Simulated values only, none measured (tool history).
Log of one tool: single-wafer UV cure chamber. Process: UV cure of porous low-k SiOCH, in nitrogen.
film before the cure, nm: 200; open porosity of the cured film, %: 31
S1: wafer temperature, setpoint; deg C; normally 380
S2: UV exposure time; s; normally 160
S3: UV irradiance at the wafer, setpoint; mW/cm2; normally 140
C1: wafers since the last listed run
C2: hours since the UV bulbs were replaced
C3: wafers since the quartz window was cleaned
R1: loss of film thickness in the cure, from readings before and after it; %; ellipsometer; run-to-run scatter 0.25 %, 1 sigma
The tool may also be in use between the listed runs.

run,hour,S1,S2,S3,C1,C2,C3,R1
1,0,389,160,140,0,201.3,1659,13.406
# hour 34.5: quartz window cleaned
2,35.8,389,160,140,217,237.1,10,14.012
3,100.3,380,160,140,503,301.6,513,13.597
4,140.1,380,160,140,310,341.4,824,13.615
5,190.8,380,160,140,396,392.1,1220,13.325
6,220.4,380,160,140,231,421.7,1452,12.547
7,253.8,376,160,140,260,455.1,1713,13.291
# hour 291.3: quartz window cleaned
8,314.8,376,160,140,414,516.1,183,13.757
9,379.7,380,160,116,506,581,690,12.481
10,417.5,380,160,116,295,618.8,986,12.131
11,445.9,380,160,116,221,647.2,1208,11.834
12,479,380,110,140,258,680.3,1466,11.321
13,532.9,380,110,140,421,734.2,1887,11.163
# hour 547.1: quartz window cleaned
14,578.7,373,160,140,295,780,246,13.608
15,632.1,380,160,140,417,833.4,663,13.537
16,660.6,371,255,169,222,861.9,886,16.879
17,689.3,369,160,157,224,890.6,1110,13.646
18,741.1,372,95,153,404,942.4,1515,10.465
19,783.1,398,160,154,328,984.4,1843,13.564
20,821.1,380,235,140,296,1022.4,2140,14.926
# hour 846.5: quartz window cleaned
21,884.9,363,255,176,435,1086.2,299,16.915
# hour 900: UV bulbs replaced
22,945.8,380,160,140,413,45.8,712,13.499
23,986.7,393,95,104,319,86.7,1032,9.548
24,1044.7,380,160,102,453,144.7,1485,11.578
# hour 1101.5: quartz window cleaned
25,1250.4,380,160,140,1544,350.4,1163,13.051
26,1295.7,380,160,118,353,395.7,1517,11.863
27,1351.6,380,160,140,436,451.6,1954,12.738
# hour 1359.8: quartz window cleaned
28,1397.4,380,160,165,295,497.4,293,14.726
29,1465.1,363,95,103,528,565.1,822,9.114

Forecast each of these 3 alternatives for the next run:
A,1465.6,380,160,140,3,565.6,826,?
B,1465.6,380,105,140,3,565.6,826,?
C,1465.6,363,240,101,3,565.6,826,?

run,R1
A,13.08
B,11.014
C,13.119
The same runs, with their run-to-run variation unchanged, on a tool lacking any hidden condition would have given:
run,R1
A,13.926
B,11.83
C,13.965
